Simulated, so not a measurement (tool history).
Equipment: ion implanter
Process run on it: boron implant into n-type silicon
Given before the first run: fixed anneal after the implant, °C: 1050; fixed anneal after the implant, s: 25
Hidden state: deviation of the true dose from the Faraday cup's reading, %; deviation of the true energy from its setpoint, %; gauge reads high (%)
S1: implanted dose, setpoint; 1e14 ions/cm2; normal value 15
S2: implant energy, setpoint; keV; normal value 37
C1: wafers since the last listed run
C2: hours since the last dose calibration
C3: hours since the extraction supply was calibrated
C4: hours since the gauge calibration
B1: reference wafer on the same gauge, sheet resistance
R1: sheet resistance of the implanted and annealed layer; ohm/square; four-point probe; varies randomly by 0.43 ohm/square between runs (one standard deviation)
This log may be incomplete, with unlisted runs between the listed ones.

run,day,S1,S2,C1,C2,C3,C4,B1,R1
1,0,15,37,0,1369,3002.9,246.5,88.9,82.96
2,1.375,13.91,34,497,1402,3035.9,279.5,88.92,88.68
3,2.175,15,45,289,1421.2,3055.1,298.7,88.92,81.32
4,3.621,15,45,523,1455.9,3089.8,333.4,88.75,81.32
5,4.388,15,37,277,1474.3,3108.2,351.8,88.85,82.9
6,5.242,15,37,309,1494.8,3128.7,372.3,88.91,82.22
7,6.583,15,37,485,1527,3160.9,404.5,88.92,82.64
8,7.333,15,37,271,1545,3178.9,422.5,88.88,81.84
9,8.038,15,34,254,1561.9,3195.8,439.4,88.93,82.66
10,9.233,15,34,432,1590.6,3224.5,468.1,88.91,82.52
11,10.546,15,34,474,1622.1,3256,499.6,88.97,82.38
12,11.175,12.68,37,227,1637.2,3271.1,514.7,88.87,94.49
13,13.188,12.68,37,728,1685.5,3319.4,563,88.83,95.14
14,14.642,12.68,37,526,1720.4,3354.3,597.9,88.8,94.41
# day 15.692: Faraday cup replaced and dose calibrated
15,15.712,15,37,266,0.5,3380,623.6,88.94,85.91
16,16.029,15,45.5,114,8.1,3387.6,631.2,88.83,85.16
17,16.733,15,49.5,254,25,3404.5,648.1,88.87,84.72
18,17.662,17.71,50,336,47.3,3426.8,670.4,88.9,72.24
19,18.8,11.54,44.5,411,74.6,3454.1,697.7,88.87,107.64
20,19.983,12.19,33,428,103,3482.5,726.1,88.92,104.42
21,21.379,15,37,505,136.5,3516,759.6,88.93,86.18
# day 21.904: gauge calibrated
# day 22.171: extraction supply calibrated
22,22.192,16.76,37,173,156,0.5,6.9,88.99,78.23
23,23.112,19.19,30.5,333,178.1,22.6,29,88.94,70.94
24,23.879,15,37,277,196.5,41,47.4,88.98,86.08
25,25.354,15,37,533,231.9,76.4,82.8,88.92,85.85
26,26.758,13.35,29.5,508,265.6,110.1,116.5,88.99,97.82
27,27.558,17.63,37,289,284.8,129.3,135.7,88.95,74.53
28,29.025,11.49,31.5,530,320,164.5,170.9,88.99,110.61
29,30.046,10.72,37,369,344.5,189,195.4,88.96,115.51
30,31.512,15,37,530,379.7,224.2,230.6,88.89,85.5
31,32.112,15,49,217,394.1,238.6,245,89.01,84.11
32,32.792,13.46,31.5,245,410.4,254.9,261.3,88.91,95.66
33,34.167,18.71,37,497,443.4,287.9,294.3,88.87,70.93
34,35.625,15,37,527,478.4,322.9,329.3,88.96,85.54
35,36.488,16.98,25.5,312,499.1,343.6,350,88.8,79.92
36,37.546,15,37,383,524.5,369,375.4,88.9,85.9
37,38.204,17.78,41,238,540.3,384.8,391.2,88.82,73.13
38,38.933,10.63,37,263,557.8,402.3,408.7,88.89,115.65

What if the next run were any one of these 3? Each begins from the tool's condition after run 38:
A,38.95,15,37,6,558.2,402.7,409.1,?,?
B,38.95,13.05,42,6,558.2,402.7,409.1,?,?
C,38.95,12.27,37,6,558.2,402.7,409.1,?,?

run,B1,R1
A,88.93,86.12
B,88.93,96.47
C,88.93,102.89
What these runs would have given with no unlogged condition in the tool:
run,R1
A,86.13
B,96.49
C,102.91
